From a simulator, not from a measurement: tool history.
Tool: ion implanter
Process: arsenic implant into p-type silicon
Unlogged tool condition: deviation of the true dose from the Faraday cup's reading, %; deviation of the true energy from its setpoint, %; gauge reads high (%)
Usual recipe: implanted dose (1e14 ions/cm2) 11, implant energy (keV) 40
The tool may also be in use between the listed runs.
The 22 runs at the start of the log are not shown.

run,day,implanted dose (1e14 ions/cm2),implant energy (keV),wafers since the last listed run,hours since the last dose calibration,hours since the extraction supply was calibrated,hours since the gauge calibration,"read-back reference wafer on the same gauge, sheet resistance",sheet resistance of the implanted and annealed layer (ohm/square)
23,64.058,11,40,2500,1297.6,4622.2,375.3,101.05,104.86
24,66.808,14.19,48.5,1568,1363.6,4688.2,441.3,101,86.88
25,70.558,11,40,2139,1453.6,4778.2,531.3,100.92,105.42
# day 72.221: extraction supply calibrated
# day 81.171: Faraday cup replaced and dose calibrated
26,82.154,12.91,36.5,6235,23.6,238.4,809.6,100.93,99.79
27,91.833,8.46,29,5521,255.9,470.7,1041.9,100.99,133.58
28,93.529,11,40,967,296.6,511.4,1082.6,101,104.76
29,95.725,8.67,36,1252,349.3,564.1,1135.3,100.97,125.89
30,97.333,11,40,917,387.9,602.7,1173.9,101,105.33
31,101.579,11,35.5,2422,489.8,704.6,1275.8,101.03,108.49
32,104.738,13.02,35,1801,565.6,780.4,1351.6,101.06,99.53
33,108.854,12.42,35.5,2348,664.4,879.2,1450.4,101.1,101.41

Branching from run 33: 5 alternative next runs. What would each branch give?
A,108.871,9.71,40,9,664.8,879.6,1450.8,?,?
B,108.871,11.98,28.5,9,664.8,879.6,1450.8,?,?
C,108.871,8.95,47.5,9,664.8,879.6,1450.8,?,?
D,108.871,8.4,27,9,664.8,879.6,1450.8,?,?
E,108.871,9.25,40,9,664.8,879.6,1450.8,?,?

run,"read-back reference wafer on the same gauge, sheet resistance",sheet resistance of the implanted and annealed layer (ohm/square)
A,101,111.96
B,101,109.3
C,101,114.67
D,101,135.5
E,101,115.7
What these runs would have given with no unlogged condition in the tool:
run,sheet resistance of the implanted and annealed layer (ohm/square)
A,111.96
B,109.3
C,114.67
D,135.5
E,115.7
